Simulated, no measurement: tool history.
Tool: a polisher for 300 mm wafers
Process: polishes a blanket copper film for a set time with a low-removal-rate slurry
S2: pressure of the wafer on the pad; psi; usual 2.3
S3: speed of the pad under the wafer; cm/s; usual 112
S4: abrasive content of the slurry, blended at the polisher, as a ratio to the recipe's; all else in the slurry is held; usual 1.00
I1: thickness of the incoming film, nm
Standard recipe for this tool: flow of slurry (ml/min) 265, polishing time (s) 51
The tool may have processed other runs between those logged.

{"run": 1, "hour": 0.0, "flow of slurry (ml/min)": 265, "S2": 2.3, "S3": 112, "S4": 1.0, "polishing time (s)": 51, "I1": 936.2, "film removed (Å)": 1294}
{"run": 2, "hour": 32.9, "flow of slurry (ml/min)": 265, "S2": 2.8, "S3": 112, "S4": 1.0, "polishing time (s)": 51, "I1": 943.0, "film removed (Å)": 1554}
{"run": 3, "hour": 68.9, "flow of slurry (ml/min)": 265, "S2": 2.8, "S3": 112, "S4": 1.0, "polishing time (s)": 51, "I1": 929.1, "film removed (Å)": 1504}
{"hour": 73.3, "done": "worn pad replaced by a new one"}
{"run": 4, "hour": 86.5, "flow of slurry (ml/min)": 265, "S2": 2.3, "S3": 112, "S4": 1.0, "polishing time (s)": 51, "I1": 928.5, "film removed (Å)": 1315}
{"run": 5, "hour": 100.9, "flow of slurry (ml/min)": 265, "S2": 2.3, "S3": 112, "S4": 1.0, "polishing time (s)": 51, "I1": 933.0, "film removed (Å)": 1305}
{"run": 6, "hour": 117.2, "flow of slurry (ml/min)": 265, "S2": 2.3, "S3": 112, "S4": 1.0, "polishing time (s)": 51, "I1": 941.1, "film removed (Å)": 1255}
{"run": 7, "hour": 151.6, "flow of slurry (ml/min)": 265, "S2": 2.3, "S3": 112, "S4": 1.0, "polishing time (s)": 51, "I1": 929.9, "film removed (Å)": 1240}
{"hour": 165.6, "done": "worn pad replaced by a new one"}
{"hour": 166.7, "done": "head pressure recalibrated"}
{"hour": 174.8, "done": "slurry blender recalibrated"}
{"run": 8, "hour": 179.4, "flow of slurry (ml/min)": 265, "S2": 2.3, "S3": 112, "S4": 1.0, "polishing time (s)": 51, "I1": 935.6, "film removed (Å)": 1327}
{"run": 9, "hour": 215.3, "flow of slurry (ml/min)": 265, "S2": 2.3, "S3": 112, "S4": 1.0, "polishing time (s)": 51, "I1": 945.6, "film removed (Å)": 1268}
{"hour": 225.6, "done": "slurry nozzle cleaned"}
{"run": 10, "hour": 238.0, "flow of slurry (ml/min)": 265, "S2": 2.3, "S3": 88, "S4": 1.0, "polishing time (s)": 51, "I1": 939.9, "film removed (Å)": 988}
{"hour": 251.9, "done": "worn pad replaced by a new one"}
{"run": 11, "hour": 253.0, "flow of slurry (ml/min)": 265, "S2": 2.3, "S3": 148, "S4": 1.25, "polishing time (s)": 51, "I1": 946.3, "film removed (Å)": 1945}
{"run": 12, "hour": 268.7, "flow of slurry (ml/min)": 265, "S2": 2.3, "S3": 112, "S4": 1.0, "polishing time (s)": 51, "I1": 942.6, "film removed (Å)": 1323}
{"run": 13, "hour": 300.4, "flow of slurry (ml/min)": 225, "S2": 2.0, "S3": 112, "S4": 1.0, "polishing time (s)": 51, "I1": 943.9, "film removed (Å)": 1091}
{"hour": 338.4, "done": "worn pad replaced by a new one"}
{"run": 14, "hour": 338.9, "flow of slurry (ml/min)": 265, "S2": 2.3, "S3": 136, "S4": 1.0, "polishing time (s)": 65, "I1": 939.4, "film removed (Å)": 2109}
{"run": 15, "hour": 361.6, "flow of slurry (ml/min)": 265, "S2": 1.8, "S3": 98, "S4": 0.9, "polishing time (s)": 51, "I1": 927.6, "film removed (Å)": 871}
{"hour": 374.6, "done": "slurry blender recalibrated"}
{"run": 16, "hour": 381.6, "flow of slurry (ml/min)": 265, "S2": 2.3, "S3": 112, "S4": 1.0, "polishing time (s)": 51, "I1": 940.0, "film removed (Å)": 1276}
{"run": 17, "hour": 397.1, "flow of slurry (ml/min)": 230, "S2": 2.3, "S3": 112, "S4": 0.85, "polishing time (s)": 51, "I1": 928.8, "film removed (Å)": 1195}
{"run": 18, "hour": 416.4, "flow of slurry (ml/min)": 265, "S2": 2.3, "S3": 148, "S4": 1.25, "polishing time (s)": 51, "I1": 941.4, "film removed (Å)": 1757}
{"hour": 423.5, "done": "worn pad replaced by a new one"}
{"run": 19, "hour": 437.5, "flow of slurry (ml/min)": 265, "S2": 2.3, "S3": 98, "S4": 1.15, "polishing time (s)": 51, "I1": 937.1, "film removed (Å)": 1208}
{"run": 20, "hour": 458.7, "flow of slurry (ml/min)": 265, "S2": 2.3, "S3": 112, "S4": 1.0, "polishing time (s)": 51, "I1": 936.5, "film removed (Å)": 1283}
{"run": 21, "hour": 479.6, "flow of slurry (ml/min)": 265, "S2": 2.3, "S3": 112, "S4": 0.8, "polishing time (s)": 66, "I1": 938.8, "film removed (Å)": 1523}

What if the next run were any one of these 3? Each begins from the tool's condition after run 21:
{"run": "A", "hour": 480.0, "flow of slurry (ml/min)": 265, "S2": 2.3, "S3": 112, "S4": 1.0, "polishing time (s)": 51, "I1": 936.8, "film removed (Å)": "?"}
{"run": "B", "hour": 480.0, "flow of slurry (ml/min)": 265, "S2": 2.3, "S3": 112, "S4": 1.1, "polishing time (s)": 67, "I1": 936.8, "film removed (Å)": "?"}
{"run": "C", "hour": 480.0, "flow of slurry (ml/min)": 205, "S2": 2.3, "S3": 112, "S4": 1.0, "polishing time (s)": 51, "I1": 936.8, "film removed (Å)": "?"}

run=A film_removed_(Å)=1279
run=B film_removed_(Å)=1724
run=C film_removed_(Å)=1237
Take away the tool's hidden state, keep each run's random variation, and the runs would have read:
run=A film_removed_(Å)=1388
run=B film_removed_(Å)=1871
run=C film_removed_(Å)=1342
